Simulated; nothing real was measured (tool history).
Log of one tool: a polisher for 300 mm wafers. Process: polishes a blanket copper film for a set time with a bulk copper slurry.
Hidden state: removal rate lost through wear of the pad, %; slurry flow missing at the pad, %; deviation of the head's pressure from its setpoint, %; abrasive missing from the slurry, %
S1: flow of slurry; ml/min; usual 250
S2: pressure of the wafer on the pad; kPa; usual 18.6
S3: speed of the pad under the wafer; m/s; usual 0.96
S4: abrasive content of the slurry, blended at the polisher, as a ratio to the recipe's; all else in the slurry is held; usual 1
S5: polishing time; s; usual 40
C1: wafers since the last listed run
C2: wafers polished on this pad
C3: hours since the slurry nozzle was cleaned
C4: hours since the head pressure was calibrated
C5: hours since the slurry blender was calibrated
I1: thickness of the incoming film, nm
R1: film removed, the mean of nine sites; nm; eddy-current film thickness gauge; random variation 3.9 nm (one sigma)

run    hour   S1    S2    S3    S4  S5    C1    C2     C3     C4     C5      I1     R1
  1       0  250  18.6  0.96     1  40     0  2635    461  248.4  206.6  3229.5  320.9
  2   105.9  250  18.6  0.96     1  40  1715  4350  566.9  354.3  312.5  3308.7  329.7
      111.1  -- slurry nozzle cleaned
  3   151.7  250  18.6   0.8     1  40   725  5076   40.6  400.1  358.3  3300.6  272.9
  4   205.5  250  18.6  0.96     1  40   871  5948   94.4  453.9  412.1  3233.7  327.7
  5     280  250  18.6  0.96  0.85  40  1206  7155  168.9  528.4  486.6  3312.6  312.3
      301.3  -- head pressure recalibrated
      334.4  -- slurry blender recalibrated
  6   341.8  250  18.6  0.96   1.2  40   936  8091  230.7   40.5    7.4  3268.1  332.7
      354.3  -- worn pad replaced by a new one
  7   447.6  250  22.1  0.96     1  40  1649  1510  336.5  146.3  113.2  3206.3  387.4
  8   526.4  250  18.6  1.22     1  35  1276  2787  415.3  225.1    192  3237.9  355.1
  9     619  250  18.6  0.96     1  40  1500  4287  507.9  317.7  284.6  3211.1  317.9
 10     697  250  18.6  0.96     1  40  1263  5551  585.9  395.7  362.6  3230.5  322.6
      711.9  -- slurry nozzle cleaned
 11   741.5  250  18.6  0.96     1  40   704  6255   29.6  440.2  407.1    3276  329.5
 12   816.4  250  17.2  0.96     1  40  1213  7469  104.5  515.1    482  3276.7  304.2
      862.7  -- worn pad replaced by a new one
 13   865.4  250  17.2  0.96     1  40   729    43  153.5  564.1    531  3233.7  307.4
 14   940.4  250  18.6  0.96     1  37  1215  1258  228.5  639.1    606  3263.3  298.3
        951  -- head pressure recalibrated
      973.2  -- slurry blender recalibrated
 15  1016.1  295  18.6  0.86   0.9  53  1161  2419  304.2   65.1   42.9  3271.7  378.1
 16  1081.5  225  22.1  1.08  1.15  40  1059  3479  369.6  130.5  108.3  3241.3  436.9
 17  1162.6  250  22.8  0.86     1  50  1313  4793  450.7  211.6  189.4  3273.5  449.8
 18  1264.4  250  15.9  0.64   1.2  40  1649  6442  552.5  313.4  291.2  3262.3  198.9
     1266.5  -- slurry nozzle cleaned
 19  1320.4  250  24.8  0.96     1  40   891  7333   53.9  369.4  347.2  3258.9  434.6
       1414  -- worn pad replaced by a new one
 20    1425  250  18.6  0.96     1  40  1629   177  158.5    474  451.8  3287.8  326.3
     1462.4  -- slurry blender recalibrated
 21  1489.4  250  18.6  0.96     1  40  1010  1188  222.9  538.4     27  3211.6  327.4
     1529.4  -- head pressure recalibrated
 22  1713.1  185  14.5  0.96     1  31  3591  4780  446.6  183.7  250.7  3321.1  184.6
 23  1784.6  185  14.5  0.96     1  31  1158  5938  518.1  255.2  322.2  3253.3    191
     1842.1  -- slurry nozzle cleaned
 24  1875.3  295  18.6  0.96     1  28  1453  7391   33.2  345.9  412.9  3311.5  229.2
 25  1950.1  250  20.7  1.12  0.75  28  1211  8603    108  420.7  487.7  3258.8  277.4
     1990.4  -- slurry blender recalibrated
     2069.5  -- worn pad replaced by a new one
     2086.3  -- head pressure recalibrated
 26  2176.3  250  18.6  0.96     1  36  3534  1697  334.2     90  185.9  3234.7    292
 27  2224.5  250  18.6  0.96     1  40   780  2478  382.4  138.2  234.1  3235.2  321.4
     2383.4  -- slurry nozzle cleaned
 28  2535.6  250  18.6  1.26   1.2  28  5023  7502  152.2  449.3  545.2  3268.1  305.4
     2593.8  -- head pressure recalibrated
 29  2611.4  280  18.6  0.96     1  53  1195  8697    228   17.6    621  3225.8  442.1
     2623.2  -- worn pad replaced by a new one
     2647.9  -- slurry blender recalibrated
 30  2684.2  185  14.5  0.96     1  31  1082   956  300.8   90.4   36.3  3249.1  190.9

How the hidden state differs across the entries between the runs, from the last listed run before each to the first after it:
Between runs 2 and 3: slurry nozzle cleaned (hour 111.1)
  no hidden state differs between the two runs
Between runs 5 and 6: head pressure recalibrated (hour 301.3); slurry blender recalibrated (hour 334.4)
  no hidden state differs between the two runs
Between runs 6 and 7: worn pad replaced by a new one (hour 354.3)
  no hidden state differs between the two runs
Between runs 10 and 11: slurry nozzle cleaned (hour 711.9)
  no hidden state differs between the two runs
Between runs 12 and 13: worn pad replaced by a new one (hour 862.7)
  no hidden state differs between the two runs
Between runs 14 and 15: head pressure recalibrated (hour 951); slurry blender recalibrated (hour 973.2)
  no hidden state differs between the two runs
Between runs 18 and 19: slurry nozzle cleaned (hour 1266.5)
  no hidden state differs between the two runs
Between runs 19 and 20: worn pad replaced by a new one (hour 1414)
  no hidden state differs between the two runs
Between runs 20 and 21: slurry blender recalibrated (hour 1462.4)
  no hidden state differs between the two runs
Between runs 21 and 22: head pressure recalibrated (hour 1529.4)
  no hidden state differs between the two runs
Between runs 23 and 24: slurry nozzle cleaned (hour 1842.1)
  no hidden state differs between the two runs
Between runs 25 and 26: slurry blender recalibrated (hour 1990.4); worn pad replaced by a new one (hour 2069.5); head pressure recalibrated (hour 2086.3)
  no hidden state differs between the two runs
Between runs 27 and 28: slurry nozzle cleaned (hour 2383.4)
  no hidden state differs between the two runs
Between runs 28 and 29: head pressure recalibrated (hour 2593.8)
  no hidden state differs between the two runs
Between runs 29 and 30: worn pad replaced by a new one (hour 2623.2); slurry blender recalibrated (hour 2647.9)
  no hidden state differs between the two runs
